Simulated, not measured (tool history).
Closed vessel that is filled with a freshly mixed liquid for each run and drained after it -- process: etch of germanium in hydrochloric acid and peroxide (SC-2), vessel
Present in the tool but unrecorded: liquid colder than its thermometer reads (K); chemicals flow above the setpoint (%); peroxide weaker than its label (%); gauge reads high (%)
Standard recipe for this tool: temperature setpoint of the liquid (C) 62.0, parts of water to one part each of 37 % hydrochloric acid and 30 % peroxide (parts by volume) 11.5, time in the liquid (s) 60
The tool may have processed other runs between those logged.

| run | hour | temperature setpoint of the liquid (C) | parts of water to one part each of 37 % hydrochloric acid and 30 % peroxide (parts by volume) | time in the liquid (s) | wafers since the last listed run | hours since the thermometer was replaced | hours since the chemicals flow meter was replaced | hours since the drum of peroxide was connected | hours since the gauge calibration | read-back film thickness of the germanium reference wafer, read on the same gauge (nm) | thickness taken off the germanium on a monitor wafer (angstrom) |
|---|---|---|---|---|---|---|---|---|---|---|---|
| 1 | 0.0 | 62.0 | 11.5 | 60 | 0 | 969.9 | 42.5 | 679.7 | 731.5 | 49.99 | 1278.1 |
| 2 | 50.9 | 70.0 | 11.5 | 60 | 5804 | 1020.8 | 93.4 | 730.6 | 782.4 | 49.99 | 1586.1 |
| 3 | 79.8 | 70.0 | 11.5 | 60 | 3295 | 1049.7 | 122.3 | 759.5 | 811.3 | 50.01 | 1605.7 |
|  | 83.3 | new drum of peroxide connected |
| 4 | 117.5 | 68.5 | 11.5 | 80 | 4185 | 1087.4 | 160.0 | 34.2 | 849.0 | 50.00 | 2038.5 |
| 5 | 186.5 | 68.5 | 11.5 | 80 | 7868 | 1156.4 | 229.0 | 103.2 | 918.0 | 49.99 | 2015.2 |
| 6 | 252.4 | 68.5 | 11.5 | 80 | 7515 | 1222.3 | 294.9 | 169.1 | 983.9 | 49.99 | 2047.8 |
| 7 | 302.8 | 69.0 | 9.0 | 60 | 5747 | 1272.7 | 345.3 | 219.5 | 1034.3 | 50.00 | 1574.1 |
| 8 | 369.0 | 57.0 | 15.0 | 35 | 7549 | 1338.9 | 411.5 | 285.7 | 1100.5 | 50.01 | 611.9 |
| 9 | 414.2 | 70.0 | 11.5 | 60 | 5154 | 1384.1 | 456.7 | 330.9 | 1145.7 | 50.01 | 1570.3 |
| 10 | 448.3 | 62.0 | 15.5 | 60 | 3888 | 1418.2 | 490.8 | 365.0 | 1179.8 | 49.98 | 1197.2 |
| 11 | 525.2 | 62.0 | 11.5 | 90 | 8769 | 1495.1 | 567.7 | 441.9 | 1256.7 | 50.00 | 1873.3 |
| 12 | 563.2 | 72.0 | 15.0 | 90 | 4333 | 1533.1 | 605.7 | 479.9 | 1294.7 | 50.00 | 2384.9 |
| 13 | 627.3 | 62.0 | 11.5 | 60 | 7310 | 1597.2 | 669.8 | 544.0 | 1358.8 | 50.02 | 1257.2 |
| 14 | 657.3 | 62.0 | 14.5 | 30 | 3421 | 1627.2 | 699.8 | 574.0 | 1388.8 | 50.00 | 608.2 |
| 15 | 703.4 | 68.5 | 8.0 | 35 | 5257 | 1673.3 | 745.9 | 620.1 | 1434.9 | 50.00 | 914.9 |
|  | 726.8 | thermometer replaced |
|  | 751.8 | gauge calibrated |
| 16 | 771.9 | 66.5 | 9.0 | 60 | 7697 | 45.1 | 814.4 | 688.6 | 20.1 | 49.99 | 1535.4 |
| 17 | 825.2 | 54.5 | 16.5 | 95 | 6078 | 98.4 | 867.7 | 741.9 | 73.4 | 50.01 | 1578.0 |
| 18 | 868.2 | 62.0 | 11.5 | 60 | 4903 | 141.4 | 910.7 | 784.9 | 116.4 | 50.02 | 1308.8 |
| 19 | 899.8 | 62.0 | 11.5 | 30 | 3603 | 173.0 | 942.3 | 816.5 | 148.0 | 50.01 | 661.6 |
| 20 | 949.7 | 66.5 | 8.5 | 30 | 5690 | 222.9 | 992.2 | 866.4 | 197.9 | 50.00 | 772.7 |
|  | 959.6 | new drum of peroxide connected |
| 21 | 991.2 | 53.5 | 16.5 | 70 | 4618 | 264.4 | 1033.7 | 31.6 | 239.4 | 49.99 | 1137.5 |
| 22 | 1060.0 | 68.5 | 11.5 | 80 | 7846 | 333.2 | 1102.5 | 100.4 | 308.2 | 49.99 | 2098.2 |
| 23 | 1155.3 | 59.5 | 11.5 | 60 | 10868 | 428.5 | 1197.8 | 195.7 | 403.5 | 50.00 | 1213.2 |
| 24 | 1221.9 | 62.0 | 11.5 | 60 | 7595 | 495.1 | 1264.4 | 262.3 | 470.1 | 50.02 | 1309.9 |
| 25 | 1271.6 | 71.0 | 7.0 | 40 | 5667 | 544.8 | 1314.1 | 312.0 | 519.8 | 50.00 | 1171.5 |
|  | 1280.3 | chemicals flow meter replaced |
| 26 | 1338.5 | 66.5 | 6.0 | 60 | 7515 | 611.7 | 58.2 | 378.9 | 586.7 | 49.99 | 1568.6 |
| 27 | 1403.9 | 69.5 | 11.5 | 60 | 7458 | 677.1 | 123.6 | 444.3 | 652.1 | 50.02 | 1587.7 |
| 28 | 1452.4 | 59.5 | 17.0 | 45 | 5531 | 725.6 | 172.1 | 492.8 | 700.6 | 50.01 | 845.9 |
| 29 | 1563.0 | 70.5 | 11.5 | 60 | 12613 | 836.2 | 282.7 | 603.4 | 811.2 | 50.00 | 1619.4 |

Describe how what the log doesn't record of the tool's condition differs between the last listed run preceding each entry between runs and the first listed run following it.
Between runs 3 and 4: new drum of peroxide connected (hour 83.3)
  liquid colder than its thermometer reads (K): 1.27 -> 1.31
  measured minus no-state result, thickness taken off the germanium on a monitor wafer (angstrom): -56.8 -> -75.2
Between runs 15 and 16: thermometer replaced (hour 726.8); gauge calibrated (hour 751.8)
  liquid colder than its thermometer reads (K): 1.87 -> 0.0647
  measured minus no-state result, thickness taken off the germanium on a monitor wafer (angstrom): -49.6 -> -2.6
Between runs 20 and 21: new drum of peroxide connected (hour 959.6)
  liquid colder than its thermometer reads (K): 0.236 -> 0.276
  measured minus no-state result, thickness taken off the germanium on a monitor wafer (angstrom): -5.3 -> -9.5
Between runs 25 and 26: chemicals flow meter replaced (hour 1280.3)
  liquid colder than its thermometer reads (K): 0.545 -> 0.61
  measured minus no-state result, thickness taken off the germanium on a monitor wafer (angstrom): -18.1 -> -27.8
